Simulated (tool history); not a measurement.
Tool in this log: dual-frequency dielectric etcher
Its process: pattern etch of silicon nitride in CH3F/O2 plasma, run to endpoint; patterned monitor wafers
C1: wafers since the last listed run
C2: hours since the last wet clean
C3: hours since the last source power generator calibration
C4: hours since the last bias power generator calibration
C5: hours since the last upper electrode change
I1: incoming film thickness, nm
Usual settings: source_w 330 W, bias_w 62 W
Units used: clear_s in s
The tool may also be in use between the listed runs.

{"run": 1, "hour": 0.0, "source_w": 310, "bias_w": 74, "C1": 0, "C2": 281.3, "C3": 1409, "C4": 2080.1, "C5": 2688.8, "I1": 90, "clear_s": 111.9}
{"run": 2, "hour": 31.3, "source_w": 310, "bias_w": 74, "C1": 236, "C2": 312.6, "C3": 1440.3, "C4": 2111.4, "C5": 2720.1, "I1": 89.1, "clear_s": 111.6}
{"run": 3, "hour": 51.1, "source_w": 300, "bias_w": 54, "C1": 149, "C2": 332.4, "C3": 1460.1, "C4": 2131.2, "C5": 2739.9, "I1": 89.9, "clear_s": 127.5}
{"run": 4, "hour": 83.6, "source_w": 330, "bias_w": 62, "C1": 245, "C2": 364.9, "C3": 1492.6, "C4": 2163.7, "C5": 2772.4, "I1": 89.6, "clear_s": 113.4}
{"run": 5, "hour": 148.5, "source_w": 330, "bias_w": 62, "C1": 490, "C2": 429.8, "C3": 1557.5, "C4": 2228.6, "C5": 2837.3, "I1": 89.4, "clear_s": 111.7}
{"run": 6, "hour": 164.6, "source_w": 330, "bias_w": 62, "C1": 121, "C2": 445.9, "C3": 1573.6, "C4": 2244.7, "C5": 2853.4, "I1": 89.5, "clear_s": 111.8}
{"hour": 200.3, "done": "wet clean of the chamber"}
{"run": 7, "hour": 200.8, "source_w": 330, "bias_w": 62, "C1": 92, "C2": 0.5, "C3": 1609.8, "C4": 2280.9, "C5": 2889.6, "I1": 88.9, "clear_s": 118.6}
{"run": 8, "hour": 208.8, "source_w": 330, "bias_w": 62, "C1": 60, "C2": 8.5, "C3": 1617.8, "C4": 2288.9, "C5": 2897.6, "I1": 89.3, "clear_s": 118.9}
{"hour": 217.1, "done": "bias power generator calibrated"}
{"hour": 233.8, "done": "source power generator calibrated"}
{"run": 9, "hour": 235.8, "source_w": 330, "bias_w": 62, "C1": 143, "C2": 35.5, "C3": 2, "C4": 18.7, "C5": 2924.6, "I1": 90.5, "clear_s": 120.3}
{"run": 10, "hour": 254.8, "source_w": 330, "bias_w": 62, "C1": 143, "C2": 54.5, "C3": 21, "C4": 37.7, "C5": 2943.6, "I1": 89.8, "clear_s": 119.2}
{"run": 11, "hour": 271.6, "source_w": 330, "bias_w": 62, "C1": 126, "C2": 71.3, "C3": 37.8, "C4": 54.5, "C5": 2960.4, "I1": 89.7, "clear_s": 120.8}
{"run": 12, "hour": 304.1, "source_w": 330, "bias_w": 51, "C1": 245, "C2": 103.8, "C3": 70.3, "C4": 87, "C5": 2992.9, "I1": 89.9, "clear_s": 128.5}
{"hour": 330.7, "done": "upper electrode replaced"}
{"run": 13, "hour": 331.2, "source_w": 280, "bias_w": 47, "C1": 23, "C2": 130.9, "C3": 97.4, "C4": 114.1, "C5": 0.5, "I1": 89.4, "clear_s": 144.2}
{"run": 14, "hour": 358.3, "source_w": 290, "bias_w": 47, "C1": 204, "C2": 158, "C3": 124.5, "C4": 141.2, "C5": 27.6, "I1": 89.3, "clear_s": 138}
{"run": 15, "hour": 390.7, "source_w": 380, "bias_w": 62, "C1": 244, "C2": 190.4, "C3": 156.9, "C4": 173.6, "C5": 60, "I1": 89.7, "clear_s": 107.8}
{"run": 16, "hour": 422.9, "source_w": 360, "bias_w": 49, "C1": 243, "C2": 222.6, "C3": 189.1, "C4": 205.8, "C5": 92.2, "I1": 90.5, "clear_s": 120.1}
{"run": 17, "hour": 441.7, "source_w": 380, "bias_w": 71, "C1": 142, "C2": 241.4, "C3": 207.9, "C4": 224.6, "C5": 111, "I1": 90.3, "clear_s": 102.7}
{"run": 18, "hour": 462.9, "source_w": 330, "bias_w": 62, "C1": 160, "C2": 262.6, "C3": 229.1, "C4": 245.8, "C5": 132.2, "I1": 89.7, "clear_s": 113.9}
{"run": 19, "hour": 478.2, "source_w": 300, "bias_w": 62, "C1": 115, "C2": 277.9, "C3": 244.4, "C4": 261.1, "C5": 147.5, "I1": 90, "clear_s": 124.5}
{"run": 20, "hour": 498.7, "source_w": 330, "bias_w": 56, "C1": 154, "C2": 298.4, "C3": 264.9, "C4": 281.6, "C5": 168, "I1": 90.1, "clear_s": 119.8}
{"run": 21, "hour": 530.1, "source_w": 280, "bias_w": 55, "C1": 237, "C2": 329.8, "C3": 296.3, "C4": 313, "C5": 199.4, "I1": 89.2, "clear_s": 132.1}
{"run": 22, "hour": 566.1, "source_w": 330, "bias_w": 62, "C1": 271, "C2": 365.8, "C3": 332.3, "C4": 349, "C5": 235.4, "I1": 90.1, "clear_s": 114.4}
{"hour": 606.7, "done": "wet clean of the chamber"}
{"run": 23, "hour": 607.2, "source_w": 330, "bias_w": 72, "C1": 129, "C2": 0.5, "C3": 373.4, "C4": 390.1, "C5": 276.5, "I1": 90.4, "clear_s": 114.9}

3 options for the next run, each taken on its own from the tool as it stands now. Forecast them:
{"run": "A", "hour": 607.7, "source_w": 370, "bias_w": 62, "C1": 3, "C2": 1, "C3": 373.9, "C4": 390.6, "C5": 277, "I1": 89.9, "clear_s": "?"}
{"run": "B", "hour": 607.7, "source_w": 330, "bias_w": 57, "C1": 3, "C2": 1, "C3": 373.9, "C4": 390.6, "C5": 277, "I1": 89.9, "clear_s": "?"}
{"run": "C", "hour": 607.7, "source_w": 290, "bias_w": 46, "C1": 3, "C2": 1, "C3": 373.9, "C4": 390.6, "C5": 277, "I1": 89.9, "clear_s": "?"}

run=A clear_s=111.5
run=B clear_s=122.8
run=C clear_s=143.4
Without the tool's hidden state the same runs would have given:
run=A clear_s=110.9
run=B clear_s=122.2
run=C clear_s=142.7

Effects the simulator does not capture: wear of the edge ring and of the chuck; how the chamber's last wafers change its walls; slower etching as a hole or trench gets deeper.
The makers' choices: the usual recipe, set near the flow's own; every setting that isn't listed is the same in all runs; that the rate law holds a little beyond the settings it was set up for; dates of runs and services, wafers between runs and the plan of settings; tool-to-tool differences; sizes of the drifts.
